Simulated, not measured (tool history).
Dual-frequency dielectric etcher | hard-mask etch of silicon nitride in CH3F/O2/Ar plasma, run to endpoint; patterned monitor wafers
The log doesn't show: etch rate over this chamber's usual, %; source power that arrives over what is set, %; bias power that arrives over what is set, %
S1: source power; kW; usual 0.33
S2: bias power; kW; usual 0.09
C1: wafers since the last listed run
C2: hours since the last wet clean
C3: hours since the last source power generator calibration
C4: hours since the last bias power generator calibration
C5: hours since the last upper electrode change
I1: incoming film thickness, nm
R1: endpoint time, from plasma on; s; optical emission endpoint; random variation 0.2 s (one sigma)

run 1 hour=0 | S1=0.33 S2=0.09 | C1=0 C2=79.9 C3=2774.2 C4=2766.3 C5=2180.7 | I1=43.81 | R1=68.3
run 2 hour=54.8 | S1=0.33 S2=0.09 | C1=520 C2=134.7 C3=2829 C4=2821.1 C5=2235.5 | I1=43.74 | R1=68.4
run 3 hour=92.9 | S1=0.28 S2=0.096 | C1=361 C2=172.8 C3=2867.1 C4=2859.2 C5=2273.6 | I1=43.53 | R1=70.7
run 4 hour=142.4 | S1=0.28 S2=0.096 | C1=470 C2=222.3 C3=2916.6 C4=2908.7 C5=2323.1 | I1=43.59 | R1=71.5
run 5 hour=168.7 | S1=0.28 S2=0.096 | C1=249 C2=248.6 C3=2942.9 C4=2935 C5=2349.4 | I1=43.8 | R1=72.2
run 6 hour=219.9 | S1=0.33 S2=0.09 | C1=486 C2=299.8 C3=2994.1 C4=2986.2 C5=2400.6 | I1=43.44 | R1=69.1
run 7 hour=251.8 | S1=0.33 S2=0.09 | C1=302 C2=331.7 C3=3026 C4=3018.1 C5=2432.5 | I1=43.48 | R1=69.2
run 8 hour=317.3 | S1=0.33 S2=0.09 | C1=622 C2=397.2 C3=3091.5 C4=3083.6 C5=2498 | I1=43.89 | R1=70.2
-- hour=347.1 wet clean of the chamber
run 9 hour=364.4 | S1=0.33 S2=0.09 | C1=219 C2=17.3 C3=3138.6 C4=3130.7 C5=2545.1 | I1=43.47 | R1=67.6
run 10 hour=413.1 | S1=0.33 S2=0.09 | C1=462 C2=66 C3=3187.3 C4=3179.4 C5=2593.8 | I1=43.78 | R1=68.1
run 11 hour=456.2 | S1=0.33 S2=0.09 | C1=409 C2=109.1 C3=3230.4 C4=3222.5 C5=2636.9 | I1=43.69 | R1=68.2
-- hour=474.9 source power generator calibrated
run 12 hour=496.5 | S1=0.33 S2=0.08 | C1=344 C2=149.4 C3=21.6 C4=3262.8 C5=2677.2 | I1=43.56 | R1=70.4
run 13 hour=526.5 | S1=0.33 S2=0.08 | C1=284 C2=179.4 C3=51.6 C4=3292.8 C5=2707.2 | I1=43.57 | R1=70.8
run 14 hour=562 | S1=0.4 S2=0.09 | C1=337 C2=214.9 C3=87.1 C4=3328.3 C5=2742.7 | I1=43.59 | R1=63.8
run 15 hour=618 | S1=0.25 S2=0.071 | C1=531 C2=270.9 C3=143.1 C4=3384.3 C5=2798.7 | I1=43.67 | R1=81.9
run 16 hour=663.7 | S1=0.3 S2=0.073 | C1=434 C2=316.6 C3=188.8 C4=3430 C5=2844.4 | I1=43.59 | R1=76.6
-- hour=698.1 wet clean of the chamber
run 17 hour=698.6 | S1=0.33 S2=0.102 | C1=103 C2=0.5 C3=223.7 C4=3464.9 C5=2879.3 | I1=43.87 | R1=64.8
run 18 hour=754.4 | S1=0.28 S2=0.09 | C1=529 C2=56.3 C3=279.5 C4=3520.7 C5=2935.1 | I1=43.75 | R1=72.5
-- hour=767.6 bias power generator calibrated
run 19 hour=822.7 | S1=0.33 S2=0.09 | C1=610 C2=124.6 C3=347.8 C4=55.1 C5=3003.4 | I1=43.86 | R1=68.4
-- hour=865.8 upper electrode replaced
run 20 hour=866.3 | S1=0.33 S2=0.08 | C1=186 C2=168.2 C3=391.4 C4=98.7 C5=0.5 | I1=43.09 | R1=70.2
run 21 hour=893.4 | S1=0.4 S2=0.079 | C1=257 C2=195.3 C3=418.5 C4=125.8 C5=27.6 | I1=43.77 | R1=67.1
run 22 hour=951.4 | S1=0.35 S2=0.09 | C1=550 C2=253.3 C3=476.5 C4=183.8 C5=85.6 | I1=43.09 | R1=66.9
run 23 hour=985.7 | S1=0.37 S2=0.09 | C1=325 C2=287.6 C3=510.8 C4=218.1 C5=119.9 | I1=43.21 | R1=65.7
run 24 hour=1050.5 | S1=0.33 S2=0.09 | C1=615 C2=352.4 C3=575.6 C4=282.9 C5=184.7 | I1=43.92 | R1=70.2
run 25 hour=1087.3 | S1=0.33 S2=0.09 | C1=349 C2=389.2 C3=612.4 C4=319.7 C5=221.5 | I1=43.75 | R1=70.3
run 26 hour=1126.3 | S1=0.28 S2=0.096 | C1=370 C2=428.2 C3=651.4 C4=358.7 C5=260.5 | I1=43.83 | R1=73.4

Forecast each of these 5 alternatives for the next run:
run A hour=1126.7 | S1=0.33 S2=0.099 | C1=3 C2=428.6 C3=651.8 C4=359.1 C5=260.9 | I1=44.02 | R1=?
run B hour=1126.7 | S1=0.29 S2=0.072 | C1=3 C2=428.6 C3=651.8 C4=359.1 C5=260.9 | I1=44.02 | R1=?
run C hour=1126.7 | S1=0.33 S2=0.105 | C1=3 C2=428.6 C3=651.8 C4=359.1 C5=260.9 | I1=44.02 | R1=?
run D hour=1126.7 | S1=0.33 S2=0.1 | C1=3 C2=428.6 C3=651.8 C4=359.1 C5=260.9 | I1=44.02 | R1=?
run E hour=1126.7 | S1=0.26 S2=0.098 | C1=3 C2=428.6 C3=651.8 C4=359.1 C5=260.9 | I1=44.02 | R1=?

run=A R1=68.8
run=B R1=79.4
run=C R1=67.5
run=D R1=68.6
run=E R1=75.2
Without the tool's hidden state the same runs would have given:
run=A R1=66.2
run=B R1=76.4
run=C R1=65
run=D R1=66
run=E R1=72.3
